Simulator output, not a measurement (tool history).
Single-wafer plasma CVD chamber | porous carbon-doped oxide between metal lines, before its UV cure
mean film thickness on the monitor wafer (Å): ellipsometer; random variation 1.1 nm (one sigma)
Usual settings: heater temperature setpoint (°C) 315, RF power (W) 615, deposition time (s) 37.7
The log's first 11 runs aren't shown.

| run | day | heater temperature setpoint (°C) | RF power (W) | deposition time (s) | read-back reference wafer on the same gauge, thickness_nm | mean film thickness on the monitor wafer (Å) |
|---|---|---|---|---|---|---|
| 12 | 20.35 | 315 | 615 | 37.7 | 232.01 | 2013.11 |
|  | 27.675 | gauge calibrated |
| 13 | 28.112 | 315 | 660 | 37.7 | 232.346 | 2121.11 |
|  | 28.592 | showerhead replaced |
| 14 | 31.838 | 315 | 660 | 37.7 | 232.258 | 2128.45 |
| 15 | 33.325 | 315 | 615 | 35.2 | 231.962 | 1911.95 |
| 16 | 35.267 | 315 | 615 | 35.2 | 231.858 | 1937.38 |
| 17 | 36.288 | 315 | 550 | 44.3 | 231.945 | 2259.24 |
| 18 | 38.883 | 315 | 615 | 35.1 | 231.515 | 1900.22 |
|  | 39.5 | RF generator calibrated |
| 19 | 40.725 | 326 | 655 | 32.3 | 232.449 | 1728.53 |
|  | 42.154 | thermocouple changed; heater temperature recalibrated |
| 20 | 43.512 | 324 | 615 | 37.7 | 232.009 | 1906.55 |
| 21 | 46.258 | 315 | 615 | 37.7 | 231.984 | 1997.21 |
| 22 | 48.942 | 305 | 550 | 37.7 | 231.92 | 1998.44 |
| 23 | 50.762 | 315 | 565 | 37.7 | 232.111 | 1918.3 |
| 24 | 52.312 | 315 | 565 | 37.7 | 231.793 | 1916.09 |
| 25 | 53.542 | 302 | 535 | 41.1 | 231.906 | 2196.72 |
| 26 | 55.746 | 319 | 680 | 41.3 | 231.638 | 2278.12 |
| 27 | 58.729 | 315 | 615 | 37.7 | 232.667 | 2011.04 |
| 28 | 61.017 | 329 | 555 | 43.6 | 232.084 | 2006.54 |
| 29 | 62.888 | 325 | 505 | 40.3 | 232.673 | 1822.08 |
| 30 | 64.946 | 315 | 615 | 37.7 | 231.96 | 2015.49 |
| 31 | 66.117 | 315 | 615 | 39.9 | 231.486 | 2126.3 |
| 32 | 68.908 | 319 | 730 | 35.7 | 231.408 | 2064.66 |
| 33 | 70.062 | 328 | 585 | 37.7 | 232.229 | 1810.94 |

Forecast each of these 5 alternatives for the next run:
| A | 70.079 | 315 | 615 | 37.7 | ? | ? |
| B | 70.079 | 315 | 565 | 44.5 | ? | ? |
| C | 70.079 | 305 | 725 | 45 | ? | ? |
| D | 70.079 | 311 | 715 | 43.2 | ? | ? |
| E | 70.079 | 330 | 545 | 31.8 | ? | ? |

| run | read-back reference wafer on the same gauge, thickness_nm | mean film thickness on the monitor wafer (Å) |
|---|---|---|
| A | 231.503 | 2020.7 |
| B | 231.503 | 2269.34 |
| C | 231.503 | 2790.63 |
| D | 231.503 | 2564.88 |
| E | 231.503 | 1476.5 |
Without the tool's hidden state the same runs would have given:
| run | mean film thickness on the monitor wafer (Å) |
|---|---|
| A | 2012.76 |
| B | 2260.43 |
| C | 2778.93 |
| D | 2554.57 |
| E | 1471.43 |
